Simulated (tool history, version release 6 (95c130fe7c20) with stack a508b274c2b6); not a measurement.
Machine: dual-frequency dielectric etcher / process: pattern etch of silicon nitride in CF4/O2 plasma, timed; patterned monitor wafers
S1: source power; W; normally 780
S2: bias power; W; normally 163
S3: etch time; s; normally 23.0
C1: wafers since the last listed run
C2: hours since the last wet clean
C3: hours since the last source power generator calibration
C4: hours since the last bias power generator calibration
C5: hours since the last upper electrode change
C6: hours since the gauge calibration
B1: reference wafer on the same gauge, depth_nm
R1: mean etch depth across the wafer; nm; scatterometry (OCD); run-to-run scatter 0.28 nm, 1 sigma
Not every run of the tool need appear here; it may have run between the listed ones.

Run 1, hour 0.0: usual settings but S1 710 W; C1 0; C2 449.6; C3 2256.2; C4 1561.2; C5 4716.2; C6 48.0; B1 63.1. Result: R1 61.4 nm.
Run 2, hour 15.8: usual settings; C1 175; C2 465.4; C3 2272.0; C4 1577.0; C5 4732.0; C6 63.8; B1 63.2. Result: R1 66.6 nm.
Run 3, hour 32.0: usual settings; C1 180; C2 481.6; C3 2288.2; C4 1593.2; C5 4748.2; C6 80.0; B1 63.2. Result: R1 66.5 nm.
At hour 59.5: upper electrode replaced.
Run 4, hour 60.0: usual settings but S1 920 W; C1 44; C2 509.6; C3 2316.2; C4 1621.2; C5 0.5; C6 108.0; B1 63.2. Result: R1 77.0 nm.
Run 5, hour 60.3: usual settings but S1 920 W; C1 3; C2 509.9; C3 2316.5; C4 1621.5; C5 0.8; C6 108.3; B1 63.2. Result: R1 77.1 nm.
At hour 67.1: source power generator calibrated.
At hour 89.5: bias power generator calibrated.
At hour 91.2: wet clean of the chamber.
Run 6, hour 91.7: usual settings but S1 920 W; C1 241; C2 0.5; C3 24.6; C4 2.2; C5 32.2; C6 139.7; B1 63.1. Result: R1 81.2 nm.
Run 7, hour 92.0: usual settings but S2 181 W; C1 3; C2 0.8; C3 24.9; C4 2.5; C5 32.5; C6 140.0; B1 63.2. Result: R1 72.7 nm.
Run 8, hour 92.3: usual settings but S3 19.5 s; C1 3; C2 1.1; C3 25.2; C4 2.8; C5 32.8; C6 140.3; B1 63.2. Result: R1 58.8 nm.
Run 9, hour 106.2: usual settings; C1 154; C2 15.0; C3 39.1; C4 16.7; C5 46.7; C6 154.2; B1 63.3. Result: R1 69.5 nm.
Run 10, hour 117.3: usual settings but S3 26.0 s; C1 123; C2 26.1; C3 50.2; C4 27.8; C5 57.8; C6 165.3; B1 63.2. Result: R1 79.0 nm.
At hour 128.1: gauge calibrated.
Run 11, hour 132.2: usual settings but S1 910 W, S2 196 W, S3 28.0 s; C1 165; C2 41.0; C3 65.1; C4 42.7; C5 72.7; C6 4.1; B1 63.2. Result: R1 105.0 nm.
Run 12, hour 145.9: usual settings but S1 720 W, S2 146 W, S3 26.0 s; C1 152; C2 54.7; C3 78.8; C4 56.4; C5 86.4; C6 17.8; B1 63.2. Result: R1 70.0 nm.
Run 13, hour 162.9: usual settings but S1 670 W, S2 203 W, S3 20.5 s; C1 189; C2 71.7; C3 95.8; C4 73.4; C5 103.4; C6 34.8; B1 63.2. Result: R1 58.9 nm.
Run 14, hour 179.9: usual settings but S1 670 W, S2 203 W, S3 20.5 s; C1 189; C2 88.7; C3 112.8; C4 90.4; C5 120.4; C6 51.8; B1 63.1. Result: R1 58.5 nm.

Alternative continuations, all from the tool just after run 14; predict every row:
Run A, hour 180.3: usual settings; C1 4; C2 89.1; C3 113.2; C4 90.8; C5 120.8; C6 52.2; B1 ?. Result: R1 ?.
Run B, hour 180.3: usual settings but S1 660 W; C1 4; C2 89.1; C3 113.2; C4 90.8; C5 120.8; C6 52.2; B1 ?. Result: R1 ?.
Run C, hour 180.3: usual settings but S1 650 W, S2 189 W, S3 17.5 s; C1 4; C2 89.1; C3 113.2; C4 90.8; C5 120.8; C6 52.2; B1 ?. Result: R1 ?.
Run D, hour 180.3: usual settings but S1 920 W, S2 197 W, S3 20.0 s; C1 4; C2 89.1; C3 113.2; C4 90.8; C5 120.8; C6 52.2; B1 ?. Result: R1 ?.

run    B1    R1
  A  63.2  69.0
  B  63.2  59.3
  C  63.2  47.3
  D  63.2  75.3
Without the tool's hidden state the same runs would have given:
run    R1
  A  70.3
  B  60.4
  C  48.2
  D  76.7

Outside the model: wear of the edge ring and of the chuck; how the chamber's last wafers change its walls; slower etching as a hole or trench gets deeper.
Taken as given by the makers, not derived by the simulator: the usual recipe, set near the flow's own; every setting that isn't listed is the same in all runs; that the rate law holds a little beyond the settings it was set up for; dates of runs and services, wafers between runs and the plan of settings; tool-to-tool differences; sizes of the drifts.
